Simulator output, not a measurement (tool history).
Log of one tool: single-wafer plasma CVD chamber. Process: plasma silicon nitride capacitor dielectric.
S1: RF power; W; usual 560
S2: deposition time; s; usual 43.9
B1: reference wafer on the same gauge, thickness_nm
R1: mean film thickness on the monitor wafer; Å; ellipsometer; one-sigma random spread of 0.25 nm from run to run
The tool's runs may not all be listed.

run,hour,S1,S2,B1,R1
1,0,560,38.9,67.527,600.48
# hour 6.3: gauge calibrated
2,49.3,560,38.9,67.562,601.15
3,67.1,560,38.9,67.518,597.22
# hour 79.3: showerhead replaced
4,81,560,39,67.451,596.62
5,90.7,610,43.9,67.518,693.05
6,104.5,610,43.9,67.526,688.54
7,114.8,610,43.9,67.508,693.18
8,122.6,560,43.9,67.538,677.28
9,137.1,485,39.5,67.475,588.9
# hour 158.1: RF generator calibrated
10,158.6,560,38.9,67.499,594.43
11,160.9,530,38.2,67.547,583.34
12,171.5,615,51,67.556,800.03

What will run 13 give?
# hour 173.8: gauge calibrated
13,188.5,645,37.5,?,?

{"run 13": {"B1": 67.492, "R1": 591.88}}
Take away the tool's hidden state, keep the run-to-run variation as it was, and the same run would have given R1 591.88 Å.
